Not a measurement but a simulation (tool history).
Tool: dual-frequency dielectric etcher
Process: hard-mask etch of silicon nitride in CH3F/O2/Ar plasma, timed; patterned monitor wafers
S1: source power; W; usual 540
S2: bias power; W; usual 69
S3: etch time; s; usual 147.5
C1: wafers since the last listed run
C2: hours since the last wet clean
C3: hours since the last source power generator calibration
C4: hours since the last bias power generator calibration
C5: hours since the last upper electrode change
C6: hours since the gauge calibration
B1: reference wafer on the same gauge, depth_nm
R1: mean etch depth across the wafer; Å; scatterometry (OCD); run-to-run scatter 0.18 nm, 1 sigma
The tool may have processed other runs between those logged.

run	hour	S1	S2	S3	C1	C2	C3	C4	C5	C6	B1	R1
1	0	540	69	147.5	0	284.4	1410.8	2887.8	5281.4	348	116	1052
2	28	540	69	147.5	249	312.4	1438.8	2915.8	5309.4	376	116	1053
3	45.5	540	69	147.5	155	329.9	1456.3	2933.3	5326.9	393.5	116	1054
4	62.8	540	69	147.5	154	347.2	1473.6	2950.6	5344.2	410.8	116	1053
5	97.7	540	69	147.5	310	382.1	1508.5	2985.5	5379.1	445.7	116	1055
6	130.2	540	69	147.5	289	414.6	1541	3018	5411.6	478.2	116	1062
7	164.4	540	69	147.5	304	448.8	1575.2	3052.2	5445.8	512.4	116	1058
8	265.2	540	69	147.5	897	549.6	1676	3153	5546.6	613.2	116	1062
9	277.6	540	69	147.5	110	562	1688.4	3165.4	5559	625.6	116	1065
# hour 310.7: wet clean of the chamber
# hour 327.6: upper electrode replaced
10	328.1	540	69	147.5	85	17.4	1738.9	3215.9	0.5	676.1	116.1	1040
11	330.8	540	69	147.5	24	20.1	1741.6	3218.6	3.2	678.8	116	1040
12	345.1	540	69	147.5	127	34.4	1755.9	3232.9	17.5	693.1	116.1	1038
# hour 372.6: source power generator calibrated
13	424.7	540	69	147.5	673	114	52.1	3312.5	97.1	772.7	116	1054
# hour 438.8: gauge calibrated
14	457.4	540	69	147.5	291	146.7	84.8	3345.2	129.8	18.6	116	1056
15	487.3	440	69	147.5	266	176.6	114.7	3375.1	159.7	48.5	116	989
16	511.9	540	69	147.5	219	201.2	139.3	3399.7	184.3	73.1	116	1061
# hour 515.9: bias power generator calibrated
17	534.3	460	56	120.5	163	223.6	161.7	18.4	206.7	95.5	116	756
18	559.6	540	69	172.5	225	248.9	187	43.7	232	120.8	116	1239
19	584.4	450	58	147.5	220	273.7	211.8	68.5	256.8	145.6	116	933
20	605	540	69	147.5	183	294.3	232.4	89.1	277.4	166.2	116.1	1057
21	621.5	460	81	184.5	146	310.8	248.9	105.6	293.9	182.7	116	1337
22	654.8	540	69	147.5	296	344.1	282.2	138.9	327.2	216	116	1058
23	675.3	410	69	111	182	364.6	302.7	159.4	347.7	236.5	116	730
24	700.4	540	69	147.5	223	389.7	327.8	184.5	372.8	261.6	116.1	1061
25	725.2	540	69	147.5	220	414.5	352.6	209.3	397.6	286.4	116	1059
26	761.2	540	69	147.5	320	450.5	388.6	245.3	433.6	322.4	116	1060
# hour 804.8: wet clean of the chamber
27	805.3	540	57	174	178	0.5	432.7	289.4	477.7	366.5	116	1144
28	809.9	480	52	147.5	40	5.1	437.3	294	482.3	371.1	116.1	902
29	832.1	420	62	147.5	197	27.3	459.5	316.2	504.5	393.3	116	922

What would each run have given without the hidden state, its run-to-run variation left as it was?
What the log doesn't record here: etch rate over this chamber's usual, %; source power that arrives over what is set, %; bias power that arrives over what is set, %; gauge reads high (%).
run	R1
1	1053
2	1053
3	1053
4	1052
5	1053
6	1058
7	1053
8	1053
9	1055
10	1055
11	1055
12	1052
13	1052
14	1054
15	987
16	1058
17	754
18	1235
19	930
20	1053
21	1332
22	1053
23	726
24	1055
25	1053
26	1053
27	1160
28	915
29	934
